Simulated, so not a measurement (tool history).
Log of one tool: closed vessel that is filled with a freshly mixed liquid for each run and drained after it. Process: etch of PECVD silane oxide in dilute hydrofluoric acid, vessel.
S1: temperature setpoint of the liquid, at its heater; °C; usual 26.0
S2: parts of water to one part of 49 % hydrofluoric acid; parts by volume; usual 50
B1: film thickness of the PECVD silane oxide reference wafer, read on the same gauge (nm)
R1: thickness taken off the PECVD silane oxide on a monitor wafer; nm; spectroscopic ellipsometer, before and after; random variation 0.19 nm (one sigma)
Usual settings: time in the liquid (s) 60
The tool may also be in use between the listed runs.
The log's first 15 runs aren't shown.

{"run": 16, "hour": 341.5, "S1": 26.0, "S2": 50, "time in the liquid (s)": 60, "B1": 109.99, "R1": 58.05}
{"hour": 344.3, "done": "thermometer replaced"}
{"run": 17, "hour": 374.8, "S1": 27.5, "S2": 50, "time in the liquid (s)": 90, "B1": 110.03, "R1": 92.13}
{"run": 18, "hour": 388.9, "S1": 27.5, "S2": 50, "time in the liquid (s)": 60, "B1": 110.02, "R1": 61.89}
{"run": 19, "hour": 419.5, "S1": 24.5, "S2": 60, "time in the liquid (s)": 30, "B1": 110.02, "R1": 22.65}
{"run": 20, "hour": 443.3, "S1": 21.0, "S2": 50, "time in the liquid (s)": 80, "B1": 109.97, "R1": 62.98}
{"run": 21, "hour": 466.8, "S1": 26.0, "S2": 40, "time in the liquid (s)": 60, "B1": 109.99, "R1": 73.74}
{"run": 22, "hour": 493.7, "S1": 26.0, "S2": 50, "time in the liquid (s)": 60, "B1": 109.99, "R1": 58.25}
{"run": 23, "hour": 518.5, "S1": 30.5, "S2": 30, "time in the liquid (s)": 95, "B1": 109.98, "R1": 189.63}
{"run": 24, "hour": 549.3, "S1": 27.5, "S2": 40, "time in the liquid (s)": 70, "B1": 109.95, "R1": 91.03}
{"hour": 567.3, "done": "hydrofluoric acid flow meter replaced"}
{"run": 25, "hour": 582.6, "S1": 21.0, "S2": 45, "time in the liquid (s)": 40, "B1": 109.97, "R1": 35.21}
{"run": 26, "hour": 617.8, "S1": 26.0, "S2": 60, "time in the liquid (s)": 35, "B1": 110.0, "R1": 27.86}
{"run": 27, "hour": 645.3, "S1": 26.0, "S2": 60, "time in the liquid (s)": 80, "B1": 110.01, "R1": 63.79}
{"run": 28, "hour": 668.3, "S1": 28.5, "S2": 70, "time in the liquid (s)": 45, "B1": 110.0, "R1": 33.39}
{"run": 29, "hour": 687.8, "S1": 26.0, "S2": 50, "time in the liquid (s)": 60, "B1": 110.01, "R1": 58.12}
{"run": 30, "hour": 710.2, "S1": 23.5, "S2": 40, "time in the liquid (s)": 40, "B1": 109.99, "R1": 44.21}

5 ways to go on from here, each from the tool as it stands after run 30. What would each give?
{"run": "A", "hour": 710.9, "S1": 22.5, "S2": 50, "time in the liquid (s)": 60, "B1": "?", "R1": "?"}
{"run": "B", "hour": 710.9, "S1": 26.0, "S2": 50, "time in the liquid (s)": 45, "B1": "?", "R1": "?"}
{"run": "C", "hour": 710.9, "S1": 23.5, "S2": 70, "time in the liquid (s)": 80, "B1": "?", "R1": "?"}
{"run": "D", "hour": 710.9, "S1": 30.5, "S2": 70, "time in the liquid (s)": 60, "B1": "?", "R1": "?"}
{"run": "E", "hour": 710.9, "S1": 23.5, "S2": 60, "time in the liquid (s)": 60, "B1": "?", "R1": "?"}

run=A B1=109.99 R1=50.40
run=B B1=109.99 R1=43.65
run=C B1=109.99 R1=48.76
run=D B1=109.99 R1=48.22
run=E B1=109.99 R1=43.22
Without the tool's hidden state the same runs would have given:
run=A R1=50.40
run=B R1=43.65
run=C R1=48.76
run=D R1=48.22
run=E R1=43.22
